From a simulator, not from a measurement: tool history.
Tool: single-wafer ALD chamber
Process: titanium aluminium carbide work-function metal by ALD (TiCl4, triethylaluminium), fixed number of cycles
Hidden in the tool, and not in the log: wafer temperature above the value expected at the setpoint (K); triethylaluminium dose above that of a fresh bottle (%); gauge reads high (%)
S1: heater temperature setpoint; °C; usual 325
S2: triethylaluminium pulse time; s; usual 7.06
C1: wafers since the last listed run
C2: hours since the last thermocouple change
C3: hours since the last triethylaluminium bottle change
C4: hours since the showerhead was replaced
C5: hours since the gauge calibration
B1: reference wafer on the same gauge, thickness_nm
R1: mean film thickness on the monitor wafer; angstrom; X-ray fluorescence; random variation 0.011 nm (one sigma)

Run 1, day 0: usual settings but S1 335 °C; C1 0; C2 2363.5; C3 355.1; C4 3417.8; C5 659.5; B1 2.733. Result: R1 25.03 angstrom.
Run 2, day 3.896: usual settings but S1 317 °C, S2 6.36 s; C1 1096; C2 2457; C3 448.6; C4 3511.3; C5 753; B1 2.726. Result: R1 23.19 angstrom.
Run 3, day 6.667: usual settings but S1 317 °C, S2 6.36 s; C1 779; C2 2523.5; C3 515.1; C4 3577.8; C5 819.5; B1 2.727. Result: R1 23.11 angstrom.
Run 4, day 11.008: usual settings but S1 317 °C, S2 6.36 s; C1 1222; C2 2627.7; C3 619.3; C4 3682; C5 923.7; B1 2.73. Result: R1 22.94 angstrom.
Run 5, day 13.233: usual settings; C1 626; C2 2681.1; C3 672.7; C4 3735.4; C5 977.1; B1 2.725. Result: R1 24.16 angstrom.
Run 6, day 15.229: usual settings; C1 561; C2 2729; C3 720.6; C4 3783.3; C5 1025; B1 2.731. Result: R1 24.13 angstrom.
Run 7, day 19.125: usual settings; C1 1096; C2 2822.5; C3 814.1; C4 3876.8; C5 1118.5; B1 2.733. Result: R1 24.41 angstrom.
At day 20.588: gauge calibrated.
At day 21.258: triethylaluminium bottle replaced.
Run 8, day 23.1: usual settings; C1 1025; C2 2917.9; C3 44.2; C4 3972.2; C5 60.3; B1 2.725. Result: R1 24.15 angstrom.
Run 9, day 25.838: usual settings but S1 319 °C, S2 8.16 s; C1 770; C2 2983.6; C3 109.9; C4 4037.9; C5 126; B1 2.729. Result: R1 24.18 angstrom.
At day 27.608: thermocouple changed; heater temperature recalibrated.
Run 10, day 27.75: usual settings but S1 316 °C, S2 7.89 s; C1 444; C2 3.4; C3 155.8; C4 4083.8; C5 171.9; B1 2.727. Result: R1 24.13 angstrom.
At day 29.033: showerhead replaced.
Run 11, day 31.571: usual settings but S1 330 °C, S2 8.06 s; C1 981; C2 95.1; C3 247.5; C4 60.9; C5 263.6; B1 2.728. Result: R1 25.39 angstrom.
Run 12, day 35.329: usual settings but S1 331 °C, S2 5.74 s; C1 1057; C2 185.3; C3 337.7; C4 151.1; C5 353.8; B1 2.73. Result: R1 23.79 angstrom.
Run 13, day 38.525: usual settings but S1 335 °C, S2 5.93 s; C1 899; C2 262; C3 414.4; C4 227.8; C5 430.5; B1 2.731. Result: R1 24.15 angstrom.

The next listed run, before its measurement:
Run 14, day 42.75: usual settings but S1 312 °C, S2 9.36 s; C1 1189; C2 363.4; C3 515.8; C4 329.2; C5 531.9; B1 ?. Result: R1 ?.

Run 14 gave B1 2.725, R1 24.3 angstrom.
Without the tool's hidden state the same run would have given R1 24.3 angstrom.
